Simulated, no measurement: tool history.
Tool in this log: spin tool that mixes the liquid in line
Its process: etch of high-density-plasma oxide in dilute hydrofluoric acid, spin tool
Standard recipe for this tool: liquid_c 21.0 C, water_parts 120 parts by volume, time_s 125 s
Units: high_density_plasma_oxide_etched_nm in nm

run   hour  liquid_c  water_parts  time_s  wafers since the last listed run  hours since the thermometer was replaced  hours since the hydrofluoric acid flow meter was replaced  hours since the gauge calibration  read-back film thickness of the high-density-plasma oxide reference wafer, read on the same gauge (nm)  high_density_plasma_oxide_etched_nm
  1    0.0      21.0          120      80                                 0                                    1390.5                                                      473.5                              459.5                                                                                                  69.964                                2.927
  2   17.5      21.0          120      80                               117                                    1408.0                                                      491.0                              477.0                                                                                                  69.998                                2.898
      27.1  -- gauge calibrated
  3   38.4      19.0          120      75                               140                                    1428.9                                                      511.9                               11.3                                                                                                  69.955                                2.525
  4   66.1      21.0          120     125                               186                                    1456.6                                                      539.6                               39.0                                                                                                  69.976                                4.534
  5   82.2      21.0          120     125                               108                                    1472.7                                                      555.7                               55.1                                                                                                  69.988                                4.571
  6  104.8      21.0          120     125                               152                                    1495.3                                                      578.3                               77.7                                                                                                  70.043                                4.525
  7  131.0      19.0          120     125                               176                                    1521.5                                                      604.5                              103.9                                                                                                  70.032                                4.117
  8  150.9      21.0          120     125                               133                                    1541.4                                                      624.4                              123.8                                                                                                  70.019                                4.557
  9  168.4      17.0          105     125                               117                                    1558.9                                                      641.9                              141.3                                                                                                  69.999                                4.442
 10  200.3      17.0          105     125                               214                                    1590.8                                                      673.8                              173.2                                                                                                  70.001                                4.490
 11  213.8      19.5          120     145                                90                                    1604.3                                                      687.3                              186.7                                                                                                  69.962                                4.976
 12  240.6      19.5          120     145                               180                                    1631.1                                                      714.1                              213.5                                                                                                  69.983                                4.856
 13  253.2      21.0          120     125                                84                                    1643.7                                                      726.7                              226.1                                                                                                  69.999                                4.516
 14  280.1      21.0          120     125                               181                                    1670.6                                                      753.6                              253.0                                                                                                  70.006                                4.542
     289.6  -- thermometer replaced
 15  313.1      21.0          120     125                               215                                      23.5                                                      786.6                              286.0                                                                                                  70.007                                4.291
 16  335.0      19.5           70     190                               147                                      45.4                                                      808.5                              307.9                                                                                                  70.015                               11.021
 17  364.8      21.0          120     125                               200                                      75.2                                                      838.3                              337.7                                                                                                  70.016                                4.259
 18  383.9      21.0          120     125                               128                                      94.3                                                      857.4                              356.8                                                                                                  69.986                                4.189
 19  404.0      17.5          105     195                               135                                     114.4                                                      877.5                              376.9                                                                                                  70.018                                6.658
     420.7  -- thermometer replaced, repeated, since the last time left the tool worse
 20  435.7      21.0          120     125                               206                                      15.0                                                      909.2                              408.6                                                                                                  70.003                                4.822
 21  470.5      23.5          120     125                               234                                      49.8                                                      944.0                              443.4                                                                                                  70.045                                5.331
 22  505.3      24.0          170     155                               234                                      84.6                                                      978.8                              478.2                                                                                                  69.970                                4.436
     519.3  -- gauge calibrated
 23  525.6      24.5          160      65                               136                                     104.9                                                      999.1                                6.3                                                                                                  69.964                                2.074
     553.7  -- hydrofluoric acid flow meter replaced
 24  555.2      19.5           70     190                               192                                     134.5                                                        1.5                               35.9                                                                                                  70.015                               12.326
 25  573.9      17.5           90     160                               125                                     153.2                                                       20.2                               54.6                                                                                                  69.989                                7.296
 26  587.8      21.0          140     180                                93                                     167.1                                                       34.1                               68.5                                                                                                  69.976                                5.706
 27  615.1      21.0          120     125                               183                                     194.4                                                       61.4                               95.8                                                                                                  70.010                                4.791
 28  627.8      21.0          120     125                                85                                     207.1                                                       74.1                              108.5                                                                                                  70.017                                4.739
 29  654.4      25.5          120     185                               179                                     233.7                                                      100.7                              135.1                                                                                                  69.975                                8.446
 30  682.8      25.5          120     125                               191                                     262.1                                                      129.1                              163.5                                                                                                  70.008                                5.697
 31  711.1      26.0          150     175                               190                                     290.4                                                      157.4                              191.8                                                                                                  69.993                                6.217

Per-run results on a tool with no hidden state, each run keeping its own random variation:
What the log doesn't record here: liquid colder than its thermometer reads (K); hydrofluoric acid flow above the setpoint (%); gauge reads high (%).
run  high_density_plasma_oxide_etched_nm
  1                                3.105
  2                                3.077
  3                                2.686
  4                                4.824
  5                                4.867
  6                                4.822
  7                                4.398
  8                                4.866
  9                                4.760
 10                                4.820
 11                                5.331
 12                                5.209
 13                                4.841
 14                                4.876
 15                                4.879
 16                               12.616
 17                                4.853
 18                                4.777
 19                                7.641
 20                                4.834
 21                                5.350
 22                                4.458
 23                                2.085
 24                               12.420
 25                                7.358
 26                                5.754
 27                                4.837
 28                                4.787
 29                                8.537
 30                                5.766
 31                                6.297
